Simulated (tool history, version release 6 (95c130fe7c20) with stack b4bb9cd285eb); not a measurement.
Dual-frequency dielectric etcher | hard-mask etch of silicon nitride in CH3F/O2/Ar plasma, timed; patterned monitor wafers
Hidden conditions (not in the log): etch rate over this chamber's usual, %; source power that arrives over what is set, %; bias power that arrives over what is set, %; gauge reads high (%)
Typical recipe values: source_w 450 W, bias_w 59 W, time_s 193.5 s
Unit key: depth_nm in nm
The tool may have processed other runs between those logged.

run	day	source_w	bias_w	time_s	wafers since the last listed run	hours since the last wet clean	hours since the last source power generator calibration	hours since the last bias power generator calibration	hours since the last upper electrode change	hours since the gauge calibration	read-back reference wafer on the same gauge, depth_nm	depth_nm
1	0.000	390	59	193.5	0	306.4	24.7	2533.6	2211.3	1844.0	125.9	121.6
2	3.900	500	59	193.5	864	400.0	118.3	2627.2	2304.9	1937.6	126.0	143.0
3	5.658	500	59	193.5	389	442.2	160.5	2669.4	2347.1	1979.8	126.0	142.2
4	14.246	450	59	193.5	1904	648.3	366.6	2875.5	2553.2	2185.9	126.0	133.1
5	16.338	450	59	193.5	463	698.5	416.8	2925.7	2603.4	2236.1	125.9	133.5
# day 18.583: wet clean of the chamber
6	18.604	450	59	193.5	280	0.5	471.2	2980.1	2657.8	2290.5	126.1	132.4
7	27.583	450	59	193.5	1991	216.0	686.7	3195.6	2873.3	2506.0	125.9	132.4
8	29.100	540	64	242.5	336	252.4	723.1	3232.0	2909.7	2542.4	126.1	187.4
# day 31.933: bias power generator calibrated
9	32.175	530	71	141.5	644	326.2	796.9	5.8	2983.5	2616.2	125.9	111.8
10	39.588	510	65	193.5	1643	504.1	974.8	183.7	3161.4	2794.1	125.9	145.1
11	42.871	530	59	238.5	728	582.9	1053.6	262.5	3240.2	2872.9	126.0	177.7
12	46.896	450	59	193.5	892	679.5	1150.2	359.1	3336.8	2969.5	125.8	132.6
# day 49.379: gauge calibrated
# day 50.838: wet clean of the chamber
13	50.858	410	48	156.5	656	0.5	1245.3	454.2	3431.9	35.5	126.1	96.5
14	54.504	450	59	193.5	808	88.0	1332.8	541.7	3519.4	123.0	126.0	131.9
15	57.775	450	59	143.0	725	166.5	1411.3	620.2	3597.9	201.5	125.9	96.8
# day 61.667: upper electrode replaced
16	61.992	450	59	249.5	713	267.7	1512.5	721.4	7.8	302.7	125.9	168.3
17	65.071	450	59	174.0	682	341.6	1586.4	795.3	81.7	376.6	126.1	118.6
18	66.783	350	53	208.5	379	382.7	1627.5	836.4	122.8	417.7	126.0	116.2
19	68.979	370	45	154.0	486	435.4	1680.2	889.1	175.5	470.4	126.1	87.1
20	72.929	370	45	154.0	875	530.2	1775.0	983.9	270.3	565.2	125.9	86.4
21	76.708	450	59	193.5	838	620.9	1865.7	1074.6	361.0	655.9	126.0	132.2
22	80.350	450	59	193.5	807	708.3	1953.1	1162.0	448.4	743.3	126.0	131.6
# day 81.412: wet clean of the chamber
23	83.596	450	63	193.5	498	52.4	2031.0	1239.9	526.3	821.2	125.9	132.0
24	86.162	360	59	135.5	569	114.0	2092.6	1301.5	587.9	882.8	125.9	79.2
25	87.762	450	59	193.5	354	152.4	2131.0	1339.9	626.3	921.2	126.0	131.0
26	91.871	350	67	222.5	911	251.0	2229.6	1438.5	724.9	1019.8	126.2	131.3
27	93.750	450	59	193.5	416	296.1	2274.7	1483.6	770.0	1064.9	126.1	131.0
28	97.254	450	59	193.5	777	380.2	2358.8	1567.7	854.1	1149.0	126.1	130.5
29	101.425	450	59	193.5	924	480.3	2458.9	1667.8	954.2	1249.1	125.9	130.7
30	103.000	450	47	241.5	349	518.1	2496.7	1705.6	992.0	1286.9	125.9	156.2

Here are 4 independent what-if runs from the current tool condition. What would each one return?
A	103.021	450	49	193.5	4	518.6	2497.2	1706.1	992.5	1287.4	?	?
B	103.021	360	59	217.0	4	518.6	2497.2	1706.1	992.5	1287.4	?	?
C	103.021	540	47	193.5	4	518.6	2497.2	1706.1	992.5	1287.4	?	?
D	103.021	350	72	242.5	4	518.6	2497.2	1706.1	992.5	1287.4	?	?

run	read-back reference wafer on the same gauge, depth_nm	depth_nm
A	126.1	124.9
B	126.1	125.7
C	126.1	138.1
D	126.1	144.5
With the hidden condition removed and each run's random variation left untouched, the same runs would have given:
run	depth_nm
A	128.3
B	129.0
C	141.8
D	148.2
